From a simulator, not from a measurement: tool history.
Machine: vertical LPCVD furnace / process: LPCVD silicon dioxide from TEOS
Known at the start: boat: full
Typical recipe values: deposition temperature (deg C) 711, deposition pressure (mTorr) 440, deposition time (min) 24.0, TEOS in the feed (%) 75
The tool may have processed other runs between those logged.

run	day	deposition temperature (deg C)	deposition pressure (mTorr)	deposition time (min)	TEOS in the feed (%)	wafers since the last listed run	hours since the last temperature calibration	hours since the pressure gauge was zeroed	hours since the TEOS flow controller was replaced	hours since the gauge calibration	read-back reference wafer on the same gauge, thickness	film thickness on the monitor wafer in the middle of the boat (nm)
1	0.000	706	475	24.0	75	0	4124.3	25.3	5120.5	414.2	298.06	267.96
2	0.329	711	440	24.0	86	81	4132.2	33.2	5128.4	422.1	297.64	308.74
3	0.596	711	395	24.0	75	65	4138.6	39.6	5134.8	428.5	298.18	273.97
4	1.075	711	440	30.0	75	118	4150.1	51.1	5146.3	440.0	297.90	362.22
5	1.529	711	440	30.0	75	112	4161.0	62.0	5157.2	450.9	298.13	361.79
6	2.146	711	440	24.0	75	152	4175.8	76.8	5172.0	465.7	297.81	289.28
7	2.596	711	440	24.0	75	111	4186.6	87.6	5182.8	476.5	298.07	290.66
8	3.121	716	385	24.0	75	129	4199.2	100.2	5195.4	489.1	297.86	303.03
# day 3.317: gauge calibrated
9	5.067	722	540	33.5	84	481	4245.9	146.9	5242.1	42.0	297.91	606.42
10	5.367	711	440	20.5	75	74	4253.1	154.1	5249.3	49.2	297.94	248.67
11	5.908	711	440	24.0	84	133	4266.1	167.1	5262.3	62.2	298.02	306.12
12	6.567	711	440	24.0	75	162	4281.9	182.9	5278.1	78.0	297.98	290.11
# day 7.704: thermocouples replaced and temperature profile calibrated
13	7.725	702	530	15.0	71	39	0.5	210.7	5305.9	105.8	298.00	146.32
14	7.888	711	365	24.0	75	40	4.4	214.6	5309.8	109.7	297.80	246.54
15	8.096	719	490	24.0	75	51	9.4	219.6	5314.8	114.7	298.13	340.55
16	8.383	711	440	28.5	79	71	16.3	226.5	5321.7	121.6	297.90	328.45
17	9.083	711	440	24.0	75	173	33.1	243.3	5338.5	138.4	297.94	269.91
18	9.500	711	390	20.0	75	103	43.1	253.3	5348.5	148.4	297.79	213.19
19	10.079	711	440	24.0	70	143	57.0	267.2	5362.4	162.3	297.96	260.34
20	10.404	711	440	24.0	75	80	64.8	275.0	5370.2	170.1	298.15	270.24
# day 11.612: TEOS flow controller replaced
21	11.633	711	360	24.0	60	56	94.3	304.5	0.5	199.6	297.89	218.72
22	11.796	711	355	24.0	67	40	98.2	308.4	4.4	203.5	297.88	229.77
23	11.954	711	535	24.0	75	39	102.0	312.2	8.2	207.3	298.00	298.16
24	12.325	718	545	21.5	67	91	110.9	321.1	17.1	216.2	298.25	298.22
25	13.992	711	440	24.0	75	412	150.9	361.1	57.1	256.2	298.16	269.07
26	14.592	711	475	24.0	65	148	165.3	375.5	71.5	270.6	298.13	261.55
27	14.946	699	440	31.0	80	87	173.8	384.0	80.0	279.1	297.93	273.15
28	15.288	711	440	18.5	75	84	182.0	392.2	88.2	287.3	298.08	207.95
29	15.812	711	365	17.0	75	129	194.6	404.8	100.8	299.9	298.06	174.39
30	16.171	711	385	24.0	75	88	203.2	413.4	109.4	308.5	298.09	253.03
31	18.221	711	440	28.0	83	506	252.4	462.6	158.6	357.7	297.89	330.53
32	18.692	722	470	27.0	80	116	263.7	473.9	169.9	369.0	297.78	415.13

Measured result minus the same run's result without the hidden state. Both carry the same run-to-run variation, though not necessarily the same gauge scatter:
Hidden state at play: true tube temperature minus thermocouple reading, K; true pressure minus gauge reading, mTorr; deviation of the TEOS flow from its setpoint, %; gauge reads high (%).
run	film thickness on the monitor wafer in the middle of the boat (nm)
1	+18.53
2	+21.20
3	+18.87
4	+25.07
5	+25.15
6	+20.23
7	+20.42
8	+21.19
9	+42.72
10	+17.95
11	+22.22
12	+21.19
13	+0.60
14	+0.99
15	+1.34
16	+1.31
17	+1.08
18	+0.85
19	+1.05
20	+1.08
21	+0.88
22	+0.93
23	+1.20
24	+1.19
25	+1.10
26	+1.08
27	+1.15
28	+0.86
29	+0.72
30	+1.06
31	+1.40
32	+1.73
